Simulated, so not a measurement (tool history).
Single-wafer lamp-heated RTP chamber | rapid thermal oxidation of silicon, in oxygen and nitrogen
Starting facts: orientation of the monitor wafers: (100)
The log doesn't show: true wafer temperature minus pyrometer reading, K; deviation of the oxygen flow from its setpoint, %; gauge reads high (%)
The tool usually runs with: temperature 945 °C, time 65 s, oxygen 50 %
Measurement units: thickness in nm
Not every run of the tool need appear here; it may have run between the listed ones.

run,hour,temperature,time,oxygen,wafers since the last listed run,wafers since the last pyrometer calibration,hours since the oxygen flow controller was replaced,hours since the gauge calibration,"read-back reference wafer on the same gauge, thickness",thickness
1,0,945,65,50,0,6083,2576,274.9,3.37,3.505
2,24.6,945,65,50,304,6388,2600.6,299.5,3.37,3.506
3,54.3,945,65,50,367,6756,2630.3,329.2,3.37,3.506
4,88.3,945,65,50,421,7177,2664.3,363.2,3.37,3.511
# hour 123.2: pyrometer window cleaned and pyrometer calibrated
5,123.7,945,65,50,339,5,2699.7,398.6,3.369,3.468
6,178.9,945,65,50,683,689,2754.9,453.8,3.369,3.477
7,229.8,945,65,50,630,1320,2805.8,504.7,3.37,3.485
8,257.6,945,65,50,344,1664,2833.6,532.5,3.369,3.486
9,317.6,945,65,50,743,2407,2893.6,592.5,3.37,3.484
10,348.3,945,65,50,380,2788,2924.3,623.2,3.369,3.492
# hour 467.7: oxygen flow controller replaced
11,496.1,945,65,50,1731,4520,28.4,771,3.37,3.46
12,524.6,945,65,50,353,4873,56.9,799.5,3.371,3.472
13,591,966,83,50,822,5695,123.3,865.9,3.37,4.355
14,623.4,966,83,50,401,6097,155.7,898.3,3.37,4.356
15,687.8,966,83,50,797,6895,220.1,962.7,3.37,4.383
16,721.6,945,65,50,418,7313,253.9,996.5,3.37,3.485
17,770,945,38,50,599,7913,302.3,1044.9,3.37,2.938
# hour 806.4: pyrometer window cleaned and pyrometer calibrated
18,818.6,945,65,50,502,151,350.9,1093.5,3.37,3.439
# hour 878.1: gauge calibrated
19,890.2,975,38,69,887,1038,422.5,12.1,3.369,3.722
20,933.5,932,84,61,536,1574,465.8,55.4,3.371,3.679
21,985.6,962,87,33,645,2220,517.9,107.5,3.37,3.813
22,1062.7,953,97,50,955,3175,595,184.6,3.37,4.232
23,1123.1,945,42,50,748,3923,655.4,245,3.371,3.011
24,1167.7,945,65,50,552,4476,700,289.6,3.37,3.468
25,1200.3,945,65,50,403,4880,732.6,322.2,3.37,3.479
26,1259.5,945,65,50,733,5613,791.8,381.4,3.37,3.475
27,1290,955,54,50,377,5991,822.3,411.9,3.369,3.459
28,1359.9,973,48,50,865,6857,892.2,481.8,3.371,3.709
# hour 1402.2: pyrometer window cleaned and pyrometer calibrated
29,1404.6,945,33,69,454,29,936.9,526.5,3.37,2.988
30,1468.6,945,65,50,792,822,1000.9,590.5,3.37,3.461
31,1501.4,969,50,71,406,1228,1033.7,623.3,3.37,4.031
32,1531.7,954,52,66,375,1604,1064,653.6,3.369,3.631
33,1598.4,971,43,72,826,2430,1130.7,720.3,3.37,3.886
34,1656.7,945,65,50,722,3152,1189,778.6,3.37,3.474
35,1713.6,958,42,28,704,3857,1245.9,835.5,3.37,2.866
36,1770.4,971,65,41,703,4561,1302.7,892.3,3.37,3.891
37,1800.7,945,65,77,375,4936,1333,922.6,3.37,3.922
38,1835.9,965,80,35,436,5372,1368.2,957.8,3.37,3.878
39,1865.8,945,65,70,370,5743,1398.1,987.7,3.371,3.826

Forecast each of these 3 alternatives for the next run:
A,1866.2,945,65,78,4,5748,1398.5,988.1,?,?
B,1866.2,953,65,61,4,5748,1398.5,988.1,?,?
C,1866.2,920,34,70,4,5748,1398.5,988.1,?,?

run,"read-back reference wafer on the same gauge, thickness",thickness
A,3.37,3.94
B,3.37,3.877
C,3.37,2.72
With the hidden condition removed and each run's random variation left untouched, the same runs would have given:
run,thickness
A,3.868
B,3.801
C,2.689
